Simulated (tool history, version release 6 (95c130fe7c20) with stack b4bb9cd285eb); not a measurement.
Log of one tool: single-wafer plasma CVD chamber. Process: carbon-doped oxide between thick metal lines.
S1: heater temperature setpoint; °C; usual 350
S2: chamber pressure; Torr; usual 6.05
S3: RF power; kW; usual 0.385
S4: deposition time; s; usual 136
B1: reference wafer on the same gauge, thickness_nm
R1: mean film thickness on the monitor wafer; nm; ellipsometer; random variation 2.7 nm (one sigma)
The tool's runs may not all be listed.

| run | hour | S1 | S2 | S3 | S4 | B1 | R1 |
|---|---|---|---|---|---|---|---|
| 1 | 0 | 358 | 6.05 | 0.385 | 136 | 532.529 | 497.679 |
| 2 | 0.3 | 358 | 6.05 | 0.385 | 136 | 533.141 | 497.015 |
|  | 1.1 | gauge calibrated |
|  | 14.5 | thermocouple changed; heater temperature recalibrated |
| 3 | 15 | 350 | 6.05 | 0.385 | 136 | 531.971 | 505.679 |
| 4 | 53.1 | 350 | 6.73 | 0.385 | 136 | 533.121 | 509.461 |
| 5 | 68.7 | 350 | 6.05 | 0.365 | 136 | 532.8 | 484.223 |
| 6 | 78.8 | 350 | 6.05 | 0.365 | 136 | 533.245 | 490.322 |
| 7 | 96.1 | 350 | 6.05 | 0.365 | 136 | 531.179 | 485.037 |
| 8 | 105.3 | 360 | 6.05 | 0.365 | 136 | 532.455 | 477.816 |
| 9 | 114.1 | 362 | 4.57 | 0.45 | 127 | 532.762 | 476.122 |
| 10 | 125.9 | 362 | 4.57 | 0.45 | 127 | 531.922 | 472.724 |
| 11 | 139.3 | 339 | 7.31 | 0.385 | 114 | 531.524 | 444.424 |
| 12 | 152.1 | 350 | 4.96 | 0.44 | 136 | 532.288 | 524.157 |
|  | 167 | capacitance manometer re-zeroed and calibrated |
| 13 | 167.5 | 350 | 6.05 | 0.385 | 115 | 532.083 | 419.919 |
| 14 | 171.4 | 346 | 6.05 | 0.385 | 112 | 530.937 | 419.759 |
| 15 | 187.4 | 350 | 5.02 | 0.385 | 146 | 531.875 | 516.758 |
| 16 | 196.5 | 359 | 6.05 | 0.34 | 150 | 532.308 | 503.228 |
| 17 | 212.1 | 350 | 7.23 | 0.425 | 148 | 532.707 | 582.72 |
| 18 | 223.5 | 350 | 6.05 | 0.385 | 136 | 532.211 | 502.462 |
| 19 | 253.4 | 350 | 6.05 | 0.46 | 122 | 531.812 | 492.249 |
| 20 | 265.5 | 341 | 4.93 | 0.385 | 136 | 532.532 | 490.186 |
| 21 | 281.6 | 350 | 6.05 | 0.385 | 136 | 532.357 | 501.693 |
| 22 | 287.6 | 350 | 6.05 | 0.385 | 151 | 531.95 | 552.937 |
| 23 | 303.3 | 350 | 6.05 | 0.385 | 136 | 532.894 | 497.561 |
| 24 | 316.3 | 350 | 5.35 | 0.44 | 147 | 531.411 | 569.879 |
| 25 | 347.8 | 357 | 7.26 | 0.335 | 143 | 532.413 | 488.115 |
| 26 | 364.1 | 339 | 6.05 | 0.385 | 136 | 531.787 | 510.437 |
| 27 | 388.3 | 350 | 4.91 | 0.385 | 136 | 532.468 | 476.075 |

Some steps in R1 between neighbouring runs. How much of each would the tool show without its hidden state too (settings, what came in, random variation), and how much is left for the hidden state, with any gauge scatter that isn't in both results?
The hidden state here: wafer temperature above the value expected at the setpoint (K); delivered RF power above the setpoint (%); true pressure above the setpoint (%); gauge reads high (%).
Run 12 -> 13: S2 4.96 -> 6.05, S3 0.44 -> 0.385, S4 136 -> 115, capacitance manometer re-zeroed and calibrated. R1 -104.238 nm: hidden state +0.534, all else -104.772.
Run 14 -> 15: S1 346 -> 350, S2 6.05 -> 5.02, S4 112 -> 146. R1 +96.999 nm: hidden state -1.45, all else +98.449.
Run 23 -> 24: S2 6.05 -> 5.35, S3 0.385 -> 0.44, S4 136 -> 147. R1 +72.318 nm: hidden state -1.186, all else +73.504.
